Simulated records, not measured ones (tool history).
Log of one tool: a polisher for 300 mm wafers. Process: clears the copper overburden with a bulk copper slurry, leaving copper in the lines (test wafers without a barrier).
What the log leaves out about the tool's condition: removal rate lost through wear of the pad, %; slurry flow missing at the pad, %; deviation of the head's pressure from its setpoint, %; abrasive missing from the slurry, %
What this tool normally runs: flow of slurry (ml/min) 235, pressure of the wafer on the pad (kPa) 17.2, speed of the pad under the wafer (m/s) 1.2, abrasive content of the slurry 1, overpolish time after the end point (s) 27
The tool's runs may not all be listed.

run	hour	flow of slurry (ml/min)	pressure of the wafer on the pad (kPa)	speed of the pad under the wafer (m/s)	abrasive content of the slurry	overpolish time after the end point (s)	wafers since the last listed run	wafers polished on this pad	hours since the slurry nozzle was cleaned	hours since the head pressure was calibrated	hours since the slurry blender was calibrated	incoming thickness of the incoming film, nm	time until the end point was called (s)	dishing of a wide line in a test structure (angstrom)
1	0	235	17.2	1.2	1	27	0	2	676.5	287.9	35.6	1141.7	139.2	1156
2	11.4	235	17.2	1.2	1	27	57	59	687.9	299.3	47	1151.7	139.9	1118
3	28.8	235	17.2	1.2	1	27	87	146	705.3	316.7	64.4	1159	138.4	1132
4	39.7	235	17.2	1.2	1	27	54	201	716.2	327.6	75.3	1144.3	137.2	1138
5	48.1	235	17.2	1.2	1	27	42	243	724.6	336	83.7	1168.8	140.5	1135
6	56.2	235	17.2	1.2	1	27	40	283	732.7	344.1	91.8	1158.5	140	1168
7	64.2	235	17.2	1.2	1	27	40	324	740.7	352.1	99.8	1167.9	144.7	1103
8	72.3	235	17.2	1.2	1	27	40	364	748.8	360.2	107.9	1141.6	139.5	1156
9	85.7	235	21.4	1.2	1	27	67	431	762.2	373.6	121.3	1124.1	111	1266
# hour 95.2: head pressure recalibrated
10	95.7	235	17.2	1.46	1.25	14	40	471	772.2	0.5	131.3	1147.9	113.8	860
11	106	235	17.2	1.38	1	27	51	523	782.5	10.8	141.6	1147.8	123.2	1174
12	119	195	12.4	1.2	1	27	65	588	795.5	23.8	154.6	1128.9	196.8	884
13	135.5	170	17.2	1.04	1	34	82	670	812	40.3	171.1	1171.6	169.3	1150
# hour 145: slurry nozzle cleaned
14	145.5	235	14.5	1.2	1	27	45	715	0.5	50.3	181.1	1161.6	167.7	1011
15	158.5	190	13.1	0.78	0.75	27	65	780	13.5	63.3	194.1	1160.5	278.5	738
16	167	235	17.2	1.2	1	12	42	823	22	71.8	202.6	1166.4	142.2	708
17	180.7	235	17.2	1.2	1	27	68	891	35.7	85.5	216.3	1148.5	137.2	1152
18	187.1	205	17.2	1.2	1	27	32	924	42.1	91.9	222.7	1145.4	141.7	1175
19	196.9	165	17.2	1.34	1	18	49	973	51.9	101.7	232.5	1156.1	133.8	930
20	210.9	235	17.2	1.2	1	27	70	1043	65.9	115.7	246.5	1139.2	137	1114
21	225.5	295	19.3	1.2	1	20	73	1116	80.5	130.3	261.1	1155.4	123.4	1121
22	233.4	235	11	1.2	1	27	39	1155	88.4	138.2	269	1155.6	219.3	807
# hour 239.5: slurry blender recalibrated
# hour 250.3: worn pad replaced by a new one
23	278.7	235	17.2	1.2	1.2	27	196	142	133.7	183.5	39.2	1142.9	132.5	1175
24	289.2	175	17.2	1.2	1	41	52	194	144.2	194	49.7	1163.6	148.7	1360
25	307.1	235	17.2	1.2	1	27	89	284	162.1	211.9	67.6	1162	140.6	1138
26	315.9	235	17.2	1.2	1	27	44	328	170.9	220.7	76.4	1149.2	139.1	1158
27	325.9	235	17.2	1.2	1	32	50	378	180.9	230.7	86.4	1171.2	143.4	1214
28	343.1	235	17.2	1.2	1.25	22	86	464	198.1	247.9	103.6	1141.6	133.8	1046
29	359.5	235	22.8	1.2	1	31	82	546	214.5	264.3	120	1151.1	103.2	1484

Entry by entry between the runs, the difference in hidden state between the last listed run before and the first listed run after:
Between runs 9 and 10: head pressure recalibrated (hour 95.2)
  no difference in the tool's unlogged condition between these two runs
Between runs 13 and 14: slurry nozzle cleaned (hour 145)
  no difference in the tool's unlogged condition between these two runs
Between runs 22 and 23: slurry blender recalibrated (hour 239.5); worn pad replaced by a new one (hour 250.3)
  no difference in the tool's unlogged condition between these two runs
